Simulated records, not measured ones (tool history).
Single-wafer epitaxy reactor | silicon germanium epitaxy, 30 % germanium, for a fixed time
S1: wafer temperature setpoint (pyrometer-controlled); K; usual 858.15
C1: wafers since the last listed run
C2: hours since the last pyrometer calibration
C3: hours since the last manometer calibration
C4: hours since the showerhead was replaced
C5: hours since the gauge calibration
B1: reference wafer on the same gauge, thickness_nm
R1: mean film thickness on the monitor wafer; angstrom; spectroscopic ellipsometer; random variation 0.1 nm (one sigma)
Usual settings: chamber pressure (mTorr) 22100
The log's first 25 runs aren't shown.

run 26 hour=870.6 | S1=846.15 chamber_pressure_(mTorr)=24400 | C1=428 C2=276.0 C3=459.8 C4=190.9 C5=741.7 | B1=49.966 | R1=425.14
run 27 hour=897.0 | S1=848.15 chamber_pressure_(mTorr)=24900 | C1=384 C2=302.4 C3=486.2 C4=217.3 C5=768.1 | B1=49.974 | R1=445.16
run 28 hour=925.0 | S1=863.15 chamber_pressure_(mTorr)=26100 | C1=408 C2=330.4 C3=514.2 C4=245.3 C5=796.1 | B1=49.997 | R1=581.71
run 29 hour=951.7 | S1=858.15 chamber_pressure_(mTorr)=22100 | C1=389 C2=357.1 C3=540.9 C4=272.0 C5=822.8 | B1=49.999 | R1=506.85
run 30 hour=977.2 | S1=848.15 chamber_pressure_(mTorr)=18500 | C1=371 C2=382.6 C3=566.4 C4=297.5 C5=848.3 | B1=50.003 | R1=403.62
run 31 hour=1002.0 | S1=851.15 chamber_pressure_(mTorr)=18000 | C1=361 C2=407.4 C3=591.2 C4=322.3 C5=873.1 | B1=50.009 | R1=421.96
run 32 hour=1021.9 | S1=853.15 chamber_pressure_(mTorr)=17900 | C1=290 C2=427.3 C3=611.1 C4=342.2 C5=893.0 | B1=49.987 | R1=434.53
run 33 hour=1055.1 | S1=858.15 chamber_pressure_(mTorr)=22100 | C1=484 C2=460.5 C3=644.3 C4=375.4 C5=926.2 | B1=50.000 | R1=507.70
run 34 hour=1067.5 | S1=858.15 chamber_pressure_(mTorr)=19100 | C1=180 C2=472.9 C3=656.7 C4=387.8 C5=938.6 | B1=50.000 | R1=485.83
run 35 hour=1093.9 | S1=858.15 chamber_pressure_(mTorr)=22100 | C1=384 C2=499.3 C3=683.1 C4=414.2 C5=965.0 | B1=50.000 | R1=505.43
run 36 hour=1111.6 | S1=858.15 chamber_pressure_(mTorr)=22100 | C1=258 C2=517.0 C3=700.8 C4=431.9 C5=982.7 | B1=49.993 | R1=509.52

3 ways to go on from here, each from the tool as it stands after run 36. What would each give?
run A hour=1112.0 | S1=858.15 chamber_pressure_(mTorr)=22100 | C1=5 C2=517.4 C3=701.2 C4=432.3 C5=983.1 | B1=? | R1=?
run B hour=1112.0 | S1=849.15 chamber_pressure_(mTorr)=17100 | C1=5 C2=517.4 C3=701.2 C4=432.3 C5=983.1 | B1=? | R1=?
run C hour=1112.0 | S1=864.15 chamber_pressure_(mTorr)=17700 | C1=5 C2=517.4 C3=701.2 C4=432.3 C5=983.1 | B1=? | R1=?

run=A B1=49.993 R1=506.67
run=B B1=49.993 R1=400.30
run=C B1=49.993 R1=522.72
Without the tool's hidden state the same runs would have given:
run=A R1=507.10
run=B R1=400.64
run=C R1=523.15
